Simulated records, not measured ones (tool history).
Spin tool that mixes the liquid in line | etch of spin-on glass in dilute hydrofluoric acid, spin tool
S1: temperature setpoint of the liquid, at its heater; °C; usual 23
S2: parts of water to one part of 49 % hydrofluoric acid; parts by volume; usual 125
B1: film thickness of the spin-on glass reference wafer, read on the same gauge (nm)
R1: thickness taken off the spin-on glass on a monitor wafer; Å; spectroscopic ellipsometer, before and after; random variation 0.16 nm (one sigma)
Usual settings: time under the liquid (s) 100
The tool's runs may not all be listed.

{"run": 1, "hour": 0.0, "S1": 23, "S2": 125, "time under the liquid (s)": 100, "B1": 80.02, "R1": 162.8}
{"run": 2, "hour": 143.1, "S1": 23, "S2": 125, "time under the liquid (s)": 100, "B1": 80, "R1": 159.1}
{"run": 3, "hour": 283.9, "S1": 23, "S2": 125, "time under the liquid (s)": 100, "B1": 79.99, "R1": 160}
{"hour": 289.5, "done": "thermometer replaced"}
{"run": 4, "hour": 373.9, "S1": 23, "S2": 170, "time under the liquid (s)": 100, "B1": 80.02, "R1": 107.5}
{"run": 5, "hour": 431.0, "S1": 23, "S2": 170, "time under the liquid (s)": 100, "B1": 80.03, "R1": 108}
{"run": 6, "hour": 533.6, "S1": 23, "S2": 170, "time under the liquid (s)": 100, "B1": 80.01, "R1": 106.7}
{"run": 7, "hour": 571.2, "S1": 23, "S2": 125, "time under the liquid (s)": 100, "B1": 80.02, "R1": 154.6}
{"run": 8, "hour": 643.6, "S1": 23, "S2": 100, "time under the liquid (s)": 100, "B1": 80, "R1": 197.4}
{"hour": 695.6, "done": "hydrofluoric acid flow meter replaced"}
{"run": 9, "hour": 739.0, "S1": 23, "S2": 125, "time under the liquid (s)": 100, "B1": 79.99, "R1": 164.3}
{"run": 10, "hour": 814.7, "S1": 23, "S2": 125, "time under the liquid (s)": 100, "B1": 79.98, "R1": 166.6}
{"run": 11, "hour": 871.8, "S1": 23, "S2": 125, "time under the liquid (s)": 100, "B1": 79.97, "R1": 165.1}
{"run": 12, "hour": 936.0, "S1": 23, "S2": 125, "time under the liquid (s)": 100, "B1": 80.01, "R1": 163.1}
{"run": 13, "hour": 1007.7, "S1": 23, "S2": 125, "time under the liquid (s)": 100, "B1": 80, "R1": 162.1}
{"run": 14, "hour": 1111.8, "S1": 23, "S2": 125, "time under the liquid (s)": 100, "B1": 80, "R1": 159.9}
{"run": 15, "hour": 1213.9, "S1": 23, "S2": 125, "time under the liquid (s)": 135, "B1": 80, "R1": 216.6}
{"run": 16, "hour": 1260.0, "S1": 23, "S2": 125, "time under the liquid (s)": 135, "B1": 80, "R1": 218.8}
{"run": 17, "hour": 1343.4, "S1": 25, "S2": 125, "time under the liquid (s)": 80, "B1": 79.99, "R1": 137}
{"hour": 1390.8, "done": "gauge calibrated"}
{"run": 18, "hour": 1392.6, "S1": 23, "S2": 125, "time under the liquid (s)": 100, "B1": 80.03, "R1": 158.7}
{"hour": 1426.0, "done": "thermometer replaced"}
{"run": 19, "hour": 1488.4, "S1": 25, "S2": 165, "time under the liquid (s)": 130, "B1": 80.01, "R1": 156.7}
{"run": 20, "hour": 1791.0, "S1": 23, "S2": 125, "time under the liquid (s)": 100, "B1": 80.03, "R1": 151.3}
{"run": 21, "hour": 1830.7, "S1": 21.5, "S2": 70, "time under the liquid (s)": 55, "B1": 80, "R1": 150.3}
{"hour": 1839.4, "done": "hydrofluoric acid flow meter replaced"}
{"run": 22, "hour": 1918.0, "S1": 23, "S2": 125, "time under the liquid (s)": 100, "B1": 80.03, "R1": 165.3}
{"run": 23, "hour": 2186.1, "S1": 27.5, "S2": 70, "time under the liquid (s)": 155, "B1": 79.98, "R1": 573.2}
{"run": 24, "hour": 2259.4, "S1": 25, "S2": 90, "time under the liquid (s)": 55, "B1": 80, "R1": 136.3}
{"run": 25, "hour": 2312.7, "S1": 23, "S2": 110, "time under the liquid (s)": 150, "B1": 80.01, "R1": 286.1}
{"hour": 2486.0, "done": "thermometer replaced"}
{"run": 26, "hour": 2567.7, "S1": 23, "S2": 160, "time under the liquid (s)": 140, "B1": 79.99, "R1": 169.4}
{"run": 27, "hour": 2663.8, "S1": 23, "S2": 125, "time under the liquid (s)": 100, "B1": 80, "R1": 158}
{"run": 28, "hour": 2768.1, "S1": 23, "S2": 125, "time under the liquid (s)": 100, "B1": 79.98, "R1": 151.7}
{"run": 29, "hour": 2823.8, "S1": 25, "S2": 165, "time under the liquid (s)": 130, "B1": 80.01, "R1": 157.3}
{"run": 30, "hour": 2926.1, "S1": 23, "S2": 125, "time under the liquid (s)": 100, "B1": 80.04, "R1": 153.1}
{"hour": 3006.7, "done": "hydrofluoric acid flow meter replaced"}
{"run": 31, "hour": 3009.4, "S1": 23, "S2": 75, "time under the liquid (s)": 160, "B1": 79.97, "R1": 470.4}
{"run": 32, "hour": 3085.1, "S1": 19, "S2": 90, "time under the liquid (s)": 150, "B1": 79.97, "R1": 301.3}
{"run": 33, "hour": 3166.7, "S1": 23, "S2": 80, "time under the liquid (s)": 160, "B1": 80, "R1": 433.2}
{"run": 34, "hour": 3214.8, "S1": 21.5, "S2": 125, "time under the liquid (s)": 100, "B1": 80.04, "R1": 152.3}

3 ways to go on from here, each from the tool as it stands after run 34. What would each give?
{"run": "A", "hour": 3215.2, "S1": 23, "S2": 125, "time under the liquid (s)": 100, "B1": "?", "R1": "?"}
{"run": "B", "hour": 3215.2, "S1": 23, "S2": 90, "time under the liquid (s)": 100, "B1": "?", "R1": "?"}
{"run": "C", "hour": 3215.2, "S1": 26.5, "S2": 100, "time under the liquid (s)": 45, "B1": "?", "R1": "?"}

run=A B1=79.98 R1=163.3
run=B B1=79.98 R1=236.6
run=C B1=79.98 R1=108.6
Without the tool's hidden state the same runs would have given:
run=A R1=168.9
run=B R1=244.5
run=C R1=112.3
